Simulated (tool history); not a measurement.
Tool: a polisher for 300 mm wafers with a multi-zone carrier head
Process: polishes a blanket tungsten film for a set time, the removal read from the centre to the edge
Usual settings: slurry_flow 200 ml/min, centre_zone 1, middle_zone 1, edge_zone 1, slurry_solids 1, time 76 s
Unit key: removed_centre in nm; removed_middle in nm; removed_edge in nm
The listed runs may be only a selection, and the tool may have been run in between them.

run    hour  slurry_flow  centre_zone  middle_zone  edge_zone  slurry_solids  time  incoming thickness of the incoming film, nm  removed_centre  removed_middle  removed_edge
  1       0          200            1            1          1              1    76                                       1155.9           248.1           248.5         245.1
  2    60.5          200            1            1          1              1    76                                       1147.1           260.4           251.2           252
  3     103          200            1            1          1              1    76                                       1125.5           257.4           256.1         253.7
  4   296.3          200            1         1.04          1              1    55                                       1150.4           186.4           182.5         178.1
  5   387.4          155         1.08            1          1              1    76                                       1125.1           264.4             237           240
  6   465.6          200         1.08         0.97       0.88              1    63                                       1148.2           232.1           202.4         192.8
  7   547.6          200            1            1          1              1    76                                       1145.2           254.8           246.8         248.4
  8   626.5          200            1            1       0.92              1    94                                       1165.8           319.3           307.8         295.1
  9   719.1          255            1            1          1            1.1    76                                       1152.5             275           267.1           270
 10   822.4          200            1            1          1           1.25    76                                       1133.5           274.3           272.4         269.1
 11   922.2          200         0.92            1       0.91              1    76                                       1161.8           232.9           250.6         242.1
 12   967.8          150            1            1          1              1    63                                       1148.9             199           197.7         199.2
 13  1048.4          200            1            1          1              1    76                                       1145.1           250.7           253.5         249.5
 14  1136.2          200         1.04            1          1            0.9   101                                         1146           332.9           311.6         319.3
 15  1226.2          255            1         1.03       1.04              1    65                                       1168.2           222.3             223         220.9
 16  1309.2          200            1            1          1              1    58                                       1169.8           196.9           196.1         192.9
 17  1385.4          200            1         0.96       1.04            0.9    76                                       1155.2           248.1           234.1         245.4
 18    1492          150            1            1          1              1    76                                       1141.3           243.6           236.5         242.2
 19  1559.7          160            1            1          1              1    76                                         1160           245.1           238.7         244.3
 20  1607.5          200         0.95            1          1              1    76                                       1155.3           241.2           250.7         248.4

Put back what was entered between runs (12 entries, withheld): which listed runs does each sit between, and how does the hidden state differ from the listed run before to the listed run after?
Logged between run 1 and run 2: slurry nozzle cleaned (hour 24.8)
  slurry flow missing at the pad, %: 16 -> 1.22; deviation of the centre zone's pressure from its setpoint, %: 1.19 -> 1.38
  measured minus no-state result, removed_centre: -4.4 -> +3.1 nm; removed_middle: -6.6 -> -0.4 nm; removed_edge: -4.8 -> -0.3 nm
Logged between run 3 and run 4: worn pad replaced by a new one (hour 189.6)
  slurry flow missing at the pad, %: 2.47 -> 8.16; deviation of the centre zone's pressure from its setpoint, %: 1.53 -> 2.33
  measured minus no-state result, removed_centre: +2.9 -> +1.7 nm; removed_middle: -0.9 -> -2.3 nm; removed_edge: -0.6 -> -1.6 nm
Logged between run 4 and run 5: carrier head's membrane replaced by a new one (hour 307.7)
  slurry flow missing at the pad, %: 8.16 -> 10.8; deviation of the centre zone's pressure from its setpoint, %: 2.33 -> 2.77
  measured minus no-state result, removed_centre: +1.7 -> +0.9 nm; removed_middle: -2.3 -> -5.1 nm; removed_edge: -1.6 -> -3.7 nm
Logged between run 7 and run 8: worn pad replaced by a new one (hour 626)
  slurry flow missing at the pad, %: 15.5 -> 17.9; deviation of the centre zone's pressure from its setpoint, %: 3.65 -> 4.13
  measured minus no-state result, removed_centre: +1.9 -> +2.3 nm; removed_middle: -6.4 -> -9.4 nm; removed_edge: -4.7 -> -6.6 nm
Logged between run 8 and run 9: centre zone pressure recalibrated (hour 651.7); slurry nozzle cleaned (hour 682); edge zone pressure recalibrated (hour 703)
  slurry flow missing at the pad, %: 17.9 -> 2.68; deviation of the centre zone's pressure from its setpoint, %: 4.13 -> -0.167
  measured minus no-state result, removed_centre: +2.3 -> -1.4 nm; removed_middle: -9.4 -> -0.8 nm; removed_edge: -6.6 -> -0.6 nm
Logged between run 13 and run 14: worn pad replaced by a new one (hour 1104.6)
  slurry flow missing at the pad, %: 12.4 -> 14.9; deviation of the centre zone's pressure from its setpoint, %: 0.218 -> 0.414
  measured minus no-state result, removed_centre: -5 -> -7.7 nm; removed_middle: -5 -> -7.7 nm; removed_edge: -3.6 -> -5.8 nm
Logged between run 15 and run 16: slurry nozzle cleaned (hour 1261.1)
  slurry flow missing at the pad, %: 17.6 -> 3.22; deviation of the centre zone's pressure from its setpoint, %: 0.654 -> 0.912
  measured minus no-state result, removed_centre: -4.3 -> +0.8 nm; removed_middle: -5.3 -> -1 nm; removed_edge: -3.9 -> -0.7 nm
Logged between run 16 and run 17: carrier head's membrane replaced by a new one (hour 1363.5)
  slurry flow missing at the pad, %: 3.22 -> 5.46; deviation of the centre zone's pressure from its setpoint, %: 0.912 -> 1.18
  measured minus no-state result, removed_centre: +0.8 -> +0.7 nm; removed_middle: -1 -> -1.9 nm; removed_edge: -0.7 -> -1.5 nm
Logged between run 19 and run 20: edge zone pressure recalibrated (hour 1582.8); worn pad replaced by a new one (hour 1589.9)
  slurry flow missing at the pad, %: 10.6 -> 12; deviation of the centre zone's pressure from its setpoint, %: 1.9 -> 2.13
  measured minus no-state result, removed_centre: -0.9 -> +0 nm; removed_middle: -4.9 -> -4.8 nm; removed_edge: -3.6 -> -3.4 nm
